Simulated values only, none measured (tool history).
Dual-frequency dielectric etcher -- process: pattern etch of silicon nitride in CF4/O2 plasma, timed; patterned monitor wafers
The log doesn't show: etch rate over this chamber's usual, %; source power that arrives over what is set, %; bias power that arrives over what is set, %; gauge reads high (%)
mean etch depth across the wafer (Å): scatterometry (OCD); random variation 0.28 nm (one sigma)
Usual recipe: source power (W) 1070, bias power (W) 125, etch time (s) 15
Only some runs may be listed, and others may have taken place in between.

run,hour,source power (W),bias power (W),etch time (s),wafers since the last listed run,hours since the last wet clean,hours since the last source power generator calibration,hours since the last bias power generator calibration,hours since the last upper electrode change,hours since the gauge calibration,"read-back reference wafer on the same gauge, depth_nm",mean etch depth across the wafer (Å)
1,0,1070,125,15,0,83.1,1072.8,3690.4,2870.5,133.7,45.4,491
2,15.9,1070,125,15,231,99,1088.7,3706.3,2886.4,149.6,45.3,486
3,49,1070,125,15,481,132.1,1121.8,3739.4,2919.5,182.7,45.4,484
4,68.4,1070,125,15,282,151.5,1141.2,3758.8,2938.9,202.1,45.4,484
5,95,1070,125,15,386,178.1,1167.8,3785.4,2965.5,228.7,45.5,487
6,116.6,1260,125,15,314,199.7,1189.4,3807,2987.1,250.3,45.3,535
7,129.4,1260,125,15,186,212.5,1202.2,3819.8,2999.9,263.1,45.4,530
8,164.6,1070,125,15,511,247.7,1237.4,3855,3035.1,298.3,45.4,482
9,197.8,1070,125,15,482,280.9,1270.6,3888.2,3068.3,331.5,45.4,482
10,220.2,1070,125,15,325,303.3,1293,3910.6,3090.7,353.9,45.4,478
# hour 258.3: source power generator calibrated
11,258.8,1070,125,15,503,341.9,0.5,3949.2,3129.3,392.5,45.4,482

What will run 12 give?
12,277.9,1070,125,15,277,361,19.6,3968.3,3148.4,411.6,?,?

Run 12 produced read-back reference wafer on the same gauge, depth_nm 45.4, mean etch depth across the wafer (Å) 472.
The same run, on a tool lacking any hidden state, would have yielded mean etch depth across the wafer (Å) 490.

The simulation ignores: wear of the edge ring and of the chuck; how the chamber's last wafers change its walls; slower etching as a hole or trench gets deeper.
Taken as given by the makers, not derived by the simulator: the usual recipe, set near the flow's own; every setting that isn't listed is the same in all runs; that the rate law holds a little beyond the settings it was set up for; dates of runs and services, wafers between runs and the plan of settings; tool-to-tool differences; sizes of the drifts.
